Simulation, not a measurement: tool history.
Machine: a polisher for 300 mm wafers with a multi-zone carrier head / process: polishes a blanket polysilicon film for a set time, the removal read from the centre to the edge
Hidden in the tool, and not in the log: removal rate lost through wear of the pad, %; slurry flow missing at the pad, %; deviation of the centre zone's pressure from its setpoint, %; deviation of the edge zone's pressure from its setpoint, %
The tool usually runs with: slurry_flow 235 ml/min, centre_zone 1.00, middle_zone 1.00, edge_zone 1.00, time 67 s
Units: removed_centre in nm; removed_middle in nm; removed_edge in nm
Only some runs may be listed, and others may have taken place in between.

run	hour	slurry_flow	centre_zone	middle_zone	edge_zone	time	wafers since the last listed run	wafers polished on this pad	hours since the slurry nozzle was cleaned	hours since the centre zone pressure was calibrated	hours since the edge zone pressure was calibrated	hours since the carrier head's membrane was replaced	incoming thickness of the incoming film, nm	removed_centre	removed_middle	removed_edge
1	0.0	165	1.00	1.00	1.00	67	0	2390	354.9	139.9	212.4	733.2	1757.5	436.2	429.1	430.9
2	33.5	235	1.00	1.00	1.10	67	311	2701	388.4	173.4	245.9	766.7	1754.9	451.2	444.4	473.9
3	66.3	190	1.00	0.93	0.88	67	304	3006	421.2	206.2	278.7	799.5	1703.8	435.7	406.8	413.7
# hour 186.1: worn pad replaced by a new one
# hour 198.2: slurry nozzle cleaned
4	252.8	235	1.00	1.00	1.00	77	1687	610	54.6	392.7	465.2	986.0	1710.1	562.7	537.4	527.1
5	291.6	305	1.00	1.00	1.00	78	360	971	93.4	431.5	504.0	1024.8	1724.1	608.3	548.1	556.2
# hour 319.8: centre zone pressure recalibrated
6	349.6	265	1.00	1.00	1.00	67	520	1492	151.4	29.8	562.0	1082.8	1745.9	469.9	465.5	471.9
7	384.4	305	0.95	1.00	0.95	45	323	1815	186.2	64.6	596.8	1117.6	1706.9	310.7	313.8	313.5
8	410.6	235	1.00	1.00	1.04	67	243	2059	212.4	90.8	623.0	1143.8	1749.2	476.7	449.9	473.3
9	440.7	235	1.00	1.00	1.00	67	279	2339	242.5	120.9	653.1	1173.9	1709.6	476.5	451.3	466.8
# hour 461.0: edge zone pressure recalibrated
10	509.0	235	1.00	1.08	1.00	67	616	2955	310.8	189.2	48.0	1242.2	1731.4	470.0	470.2	451.2
# hour 537.4: carrier head's membrane replaced by a new one
11	546.7	170	1.00	1.00	0.92	67	304	3259	348.5	226.9	85.7	9.3	1753.7	447.1	420.3	422.1
12	636.6	210	1.00	1.00	1.09	59	835	4095	438.4	316.8	175.6	99.2	1697.2	399.8	362.4	396.7
13	680.6	235	1.00	1.00	1.00	67	409	4504	482.4	360.8	219.6	143.2	1712.5	455.2	406.1	418.6
# hour 717.1: worn pad replaced by a new one
14	735.0	260	0.96	1.00	1.04	48	468	166	536.8	415.2	274.0	197.6	1744.5	365.6	339.0	345.5
# hour 741.5: slurry nozzle cleaned
15	762.7	235	1.00	1.00	1.00	67	248	414	21.2	442.9	301.7	225.3	1726.7	520.5	466.4	470.1
# hour 795.6: centre zone pressure recalibrated
16	816.5	280	1.03	0.93	1.00	57	481	896	75.0	20.9	355.5	279.1	1729.1	415.8	377.4	405.9
17	867.6	235	1.00	0.90	1.00	67	475	1371	126.1	72.0	406.6	330.2	1743.0	469.6	419.9	469.9
18	924.0	235	0.95	1.00	1.00	49	524	1895	182.5	128.4	463.0	386.6	1699.6	318.6	331.0	338.2
19	976.9	235	0.96	0.91	0.95	78	491	2387	235.4	181.3	515.9	439.5	1706.5	519.0	490.8	514.9

Predict the results of run 20:
20	1011.3	275	1.00	1.00	1.00	90	319	2707	269.8	215.7	550.3	473.9	1732.3	?	?	?

{"run 20": {"removed_centre": 651.3, "removed_middle": 610.8, "removed_edge": 605.5}}
Minus the tool's unlogged condition, the same run would have read removed_centre 648.5 nm, removed_middle 640.3 nm, removed_edge 634.6 nm.
